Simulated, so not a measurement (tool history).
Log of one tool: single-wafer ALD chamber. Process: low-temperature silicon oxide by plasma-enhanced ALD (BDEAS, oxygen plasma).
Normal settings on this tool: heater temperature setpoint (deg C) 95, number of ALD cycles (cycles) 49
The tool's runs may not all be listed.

run   hour  heater temperature setpoint (deg C)  number of ALD cycles (cycles)  read-back reference wafer on the same gauge, thickness_nm  mean film thickness on the monitor wafer (angstrom)
  1    0.0                                   95                             49                                                      9.164                                                77.65
  2   26.6                                   95                             49                                                      9.170                                                77.29
  3   53.5                                   95                             52                                                      9.172                                                82.30
  4   87.6                                   95                             49                                                      9.165                                                77.16
  5  119.2                                   95                             49                                                      9.170                                                77.70
     134.6  -- gauge calibrated
     139.1  -- thermocouple changed; heater temperature recalibrated
  6  153.3                                   95                             49                                                      9.173                                                77.29
  7  166.0                                   95                             49                                                      9.167                                                77.38
  8  196.6                                   95                             49                                                      9.173                                                77.40
  9  219.0                                   95                             58                                                      9.166                                                91.76
 10  245.9                                   86                             49                                                      9.161                                                79.52
 11  278.3                                   87                             49                                                      9.160                                                79.29
 12  313.2                                   95                             49                                                      9.174                                                77.02
 13  345.9                                  105                             49                                                      9.180                                                75.71
 14  358.1                                   95                             49                                                      9.171                                                77.56
 15  373.0                                   83                             46                                                      9.165                                                75.09
     374.9  -- gauge calibrated
 16  405.6                                   95                             49                                                      9.164                                                77.64
 17  427.9                                  102                             46                                                      9.173                                                71.22

Alternative continuations, all from the tool just after run 17; predict every row:
  A  428.4                                   95                             49                                                          ?                                                    ?
  B  428.4                                   81                             49                                                          ?                                                    ?
  C  428.4                                  101                             40                                                          ?                                                    ?

run  read-back reference wafer on the same gauge, thickness_nm  mean film thickness on the monitor wafer (angstrom)
  A                                                      9.176                                                77.49
  B                                                      9.176                                                80.87
  C                                                      9.176                                                62.10
Stripped of hidden state, with their random variation kept, the same runs would have yielded:
run  mean film thickness on the monitor wafer (angstrom)
  A                                                77.49
  B                                                80.87
  C                                                62.10
